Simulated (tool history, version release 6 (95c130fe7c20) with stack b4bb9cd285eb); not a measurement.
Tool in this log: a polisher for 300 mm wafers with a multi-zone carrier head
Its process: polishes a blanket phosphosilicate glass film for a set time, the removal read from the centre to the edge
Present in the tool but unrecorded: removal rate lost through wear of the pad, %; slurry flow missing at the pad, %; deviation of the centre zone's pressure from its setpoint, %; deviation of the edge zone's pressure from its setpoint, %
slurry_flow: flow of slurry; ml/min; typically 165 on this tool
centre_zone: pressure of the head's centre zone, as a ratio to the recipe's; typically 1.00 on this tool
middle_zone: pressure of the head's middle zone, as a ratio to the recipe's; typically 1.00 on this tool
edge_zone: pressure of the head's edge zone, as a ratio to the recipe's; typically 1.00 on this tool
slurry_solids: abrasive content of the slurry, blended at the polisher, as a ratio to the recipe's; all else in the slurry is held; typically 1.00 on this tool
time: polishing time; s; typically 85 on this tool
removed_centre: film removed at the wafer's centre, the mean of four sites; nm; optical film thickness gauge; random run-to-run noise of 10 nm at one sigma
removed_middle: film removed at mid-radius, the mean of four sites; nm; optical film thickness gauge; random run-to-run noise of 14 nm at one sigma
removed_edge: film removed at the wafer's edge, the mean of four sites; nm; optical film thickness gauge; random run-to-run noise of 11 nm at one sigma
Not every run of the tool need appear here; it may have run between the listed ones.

run   hour  slurry_flow  centre_zone  middle_zone  edge_zone  slurry_solids  time  wafers since the last listed run  wafers polished on this pad  hours since the slurry nozzle was cleaned  hours since the centre zone pressure was calibrated  hours since the edge zone pressure was calibrated  hours since the carrier head's membrane was replaced  incoming thickness of the incoming film, nm  removed_centre  removed_middle  removed_edge
  1    0.0          165         1.00         1.09       1.00           1.00    85                                 0                          212                                      330.7                                               1131.6                                              511.4                                                1124.4                                       2147.2          1053.6           980.9         871.2
      31.9  -- edge zone pressure recalibrated
  2   43.9          165         0.94         1.00       1.00           1.00    85                               327                          539                                      374.6                                               1175.5                                               12.0                                                1168.3                                       2220.7           929.8           845.9         860.2
      51.2  -- worn pad replaced by a new one
  3   60.9          165         0.94         1.00       1.00           1.00    85                               101                           75                                      391.6                                               1192.5                                               29.0                                                1185.3                                       2172.6           976.1           930.5         898.0
  4   75.8          165         1.00         1.00       1.00           1.00    85                               116                          191                                      406.5                                               1207.4                                               43.9                                                1200.2                                       2140.1          1031.5           937.7         892.7
  5   92.6          165         1.00         1.00       1.00           1.00    85                               131                          323                                      423.3                                               1224.2                                               60.7                                                1217.0                                       2176.1          1037.3           900.1         880.3
  6  108.6          165         1.00         1.00       0.91           1.00    85                               125                          448                                      439.3                                               1240.2                                               76.7                                                1233.0                                       2182.4          1011.9           890.7         849.1
  7  121.7          165         1.00         0.93       1.08           1.25    96                               102                          550                                      452.4                                               1253.3                                               89.8                                                1246.1                                       2168.4          1265.5          1032.0        1126.4
     127.2  -- worn pad replaced by a new one
  8  134.6          165         1.00         1.00       0.92           1.15    85                                69                           58                                      465.3                                               1266.2                                              102.7                                                1259.0                                       2164.9          1139.8          1038.4         937.2
     139.6  -- slurry nozzle cleaned
  9  147.6          165         0.94         1.00       1.00           1.00    85                                93                          151                                        8.0                                               1279.2                                              115.7                                                1272.0                                       2191.8           977.4           925.8         907.2
     155.4  -- carrier head's membrane replaced by a new one
 10  159.8          165         1.00         1.00       1.00           1.00    74                                56                          208                                       20.2                                               1291.4                                              127.9                                                   4.4                                       2193.3           915.5           797.9         799.8
 11  171.8          165         1.00         1.00       1.00           1.00    85                                93                          302                                       32.2                                               1303.4                                              139.9                                                  16.4                                       2149.7          1050.0           914.3         893.2
 12  183.5          165         0.94         1.00       1.00           1.00    85                                91                          393                                       43.9                                               1315.1                                              151.6                                                  28.1                                       2170.7           970.4           898.5         881.1
     195.9  -- centre zone pressure recalibrated
 13  196.4          220         1.00         1.00       1.00           1.15    56                                85                          478                                       56.8                                                  0.5                                              164.5                                                  41.0                                       2199.4           641.9           660.5         650.6
     216.2  -- worn pad replaced by a new one
 14  216.7          165         1.08         1.00       1.00           1.00    85                               127                            4                                       77.1                                                 20.8                                              184.8                                                  61.3                                       2180.9           986.7           905.2         915.3
 15  234.8          165         0.90         1.00       1.00           1.00    85                               141                          145                                       95.2                                                 38.9                                              202.9                                                  79.4                                       2134.4           833.7           916.8         898.2
 16  252.0          115         1.00         1.00       1.05           0.80    74                               134                          280                                      112.4                                                 56.1                                              220.1                                                  96.6                                       2179.5           631.5           647.0         656.3
 17  262.7          165         1.00         1.00       1.00           1.00    85                                83                          363                                      123.1                                                 66.8                                              230.8                                                 107.3                                       2171.6           909.8           901.6         883.8
 18  277.6          165         1.00         1.00       0.92           1.00    85                               116                          480                                      138.0                                                 81.7                                              245.7                                                 122.2                                       2190.2           873.5           908.0         855.2
 19  290.6          165         1.00         1.00       1.00           1.00    72                               101                          581                                      151.0                                                 94.7                                              258.7                                                 135.2                                       2163.7           749.6           736.1         730.3
     305.2  -- worn pad replaced by a new one
 20  305.7          165         1.00         1.00       0.91           1.00    85                                86                            3                                      166.1                                                109.8                                              273.8                                                 150.3                                       2177.2           930.7           955.9         862.5
 21  313.1          165         1.00         0.95       1.00           1.00    85                                57                           61                                      173.5                                                117.2                                              281.2                                                 157.7                                       2181.6           918.4           861.4         910.0

Measured minus without-hidden-state, run by run (identical run-to-run variation in each term; gauge scatter may differ):
run  removed_centre  removed_middle  removed_edge
  1          +108.0           -17.6         -15.0
  2           +62.1           -53.6         -54.0
  3          +111.9            -9.7          -8.8
  4          +114.3           -14.6         -13.2
  5          +106.1           -24.2         -22.9
  6           +90.2           -38.6         -36.2
  7           +94.2           -63.4         -68.3
  8          +143.6            -3.5          -2.5
  9          +121.7            -6.5          -5.7
 10          +109.2           -10.7         -10.1
 11          +117.7           -20.9         -19.7
 12          +100.0           -31.4         -30.2
 13           -35.6           -34.0         -33.4
 14            -2.4            -0.4          -0.5
 15            -3.3            -3.6          -3.6
 16            -7.3            -8.6          -8.7
 17           -17.5           -19.9         -19.5
 18           -30.0           -35.2         -33.2
 19           -38.8           -42.5         -42.1
 20            -3.0           -10.0          -9.1
 21            -2.9            -9.6         -10.1

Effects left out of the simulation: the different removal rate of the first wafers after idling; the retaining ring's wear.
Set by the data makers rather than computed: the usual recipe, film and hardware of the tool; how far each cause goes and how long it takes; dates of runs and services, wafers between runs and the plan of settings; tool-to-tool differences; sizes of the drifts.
